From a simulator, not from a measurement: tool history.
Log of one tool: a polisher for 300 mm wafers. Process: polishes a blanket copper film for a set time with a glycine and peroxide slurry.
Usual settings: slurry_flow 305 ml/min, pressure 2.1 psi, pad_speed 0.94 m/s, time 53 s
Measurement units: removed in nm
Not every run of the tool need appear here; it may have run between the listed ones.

run	hour	slurry_flow	pressure	pad_speed	time	incoming thickness of the incoming film, nm	removed
1	0.0	305	2.1	0.94	53	1558.5	254.4
# hour 27.8: worn pad replaced by a new one
2	310.5	305	2.1	0.94	53	1586.0	254.0
3	360.7	305	2.1	0.94	53	1620.4	249.8
4	419.7	305	2.1	0.94	53	1570.3	252.4
5	481.4	305	2.1	0.94	53	1599.9	248.6
6	540.5	305	2.1	0.94	53	1574.6	248.7
# hour 546.2: slurry nozzle cleaned
# hour 595.2: head pressure recalibrated
7	644.8	305	2.1	0.94	53	1599.7	251.2
# hour 661.3: worn pad replaced by a new one
8	741.5	305	2.1	0.94	53	1592.7	252.4
9	817.3	305	2.1	0.94	53	1615.2	253.2
10	870.9	305	2.1	0.94	53	1603.0	250.8
11	959.1	305	2.1	0.94	53	1598.3	250.3
12	1033.7	305	1.6	0.94	53	1587.2	203.8
# hour 1078.4: slurry nozzle cleaned
13	1109.0	305	1.6	0.94	53	1586.7	212.1
14	1164.0	235	2.1	0.94	53	1615.5	252.0
15	1256.6	235	2.1	0.94	53	1577.0	249.9
# hour 1289.6: worn pad replaced by a new one
16	1342.2	235	2.1	0.94	53	1597.7	248.1
17	1394.8	305	2.1	0.94	53	1608.9	251.7
18	1434.4	305	2.1	0.94	53	1594.9	254.2
19	1530.8	230	1.6	1.24	72	1614.0	316.9
20	1575.9	305	2.1	0.94	53	1594.6	248.6
21	1622.8	395	1.5	1.18	58	1596.9	244.5
# hour 1624.7: slurry nozzle cleaned
22	1722.0	220	2.1	0.94	53	1574.5	249.2
# hour 1789.4: head pressure recalibrated
# hour 1841.4: worn pad replaced by a new one
23	1888.8	230	1.7	0.94	58	1587.8	231.0
24	1958.0	305	2.5	0.94	53	1598.9	286.2
25	2025.2	305	2.1	0.94	58	1588.8	273.6
26	2072.9	305	2.1	0.94	53	1595.7	248.6
# hour 2126.2: slurry nozzle cleaned
27	2138.0	230	1.6	1.24	72	1585.0	330.4
28	2204.4	305	2.1	0.76	53	1589.8	225.9
29	2311.2	305	2.1	0.94	53	1568.9	254.6
30	2366.8	305	2.1	0.94	53	1604.0	253.9
# hour 2395.4: worn pad replaced by a new one
31	2453.8	215	2.5	1.14	70	1610.4	422.4
32	2506.7	235	1.7	1.16	38	1580.2	170.4
33	2587.3	375	2.1	0.94	53	1586.2	254.9
# hour 2620.0: slurry nozzle cleaned
34	2633.5	305	2.1	0.94	53	1625.3	258.0
35	2724.3	305	2.1	0.94	53	1604.9	252.4
36	2784.2	305	2.4	0.94	53	1600.8	282.4

Predict each of these 4 candidate next runs independently; none follows another, all start after run 36:
A	2784.6	305	2.7	0.94	53	1583.7	?
B	2784.6	250	2.6	1.04	37	1583.7	?
C	2784.6	225	1.9	1.20	71	1583.7	?
D	2784.6	375	1.9	0.84	39	1583.7	?

run	removed
A	314.4
B	223.9
C	363.6
D	167.1
Without the tool's unlogged condition, the same runs would have read:
run	removed
A	317.2
B	226.2
C	367.6
D	168.4

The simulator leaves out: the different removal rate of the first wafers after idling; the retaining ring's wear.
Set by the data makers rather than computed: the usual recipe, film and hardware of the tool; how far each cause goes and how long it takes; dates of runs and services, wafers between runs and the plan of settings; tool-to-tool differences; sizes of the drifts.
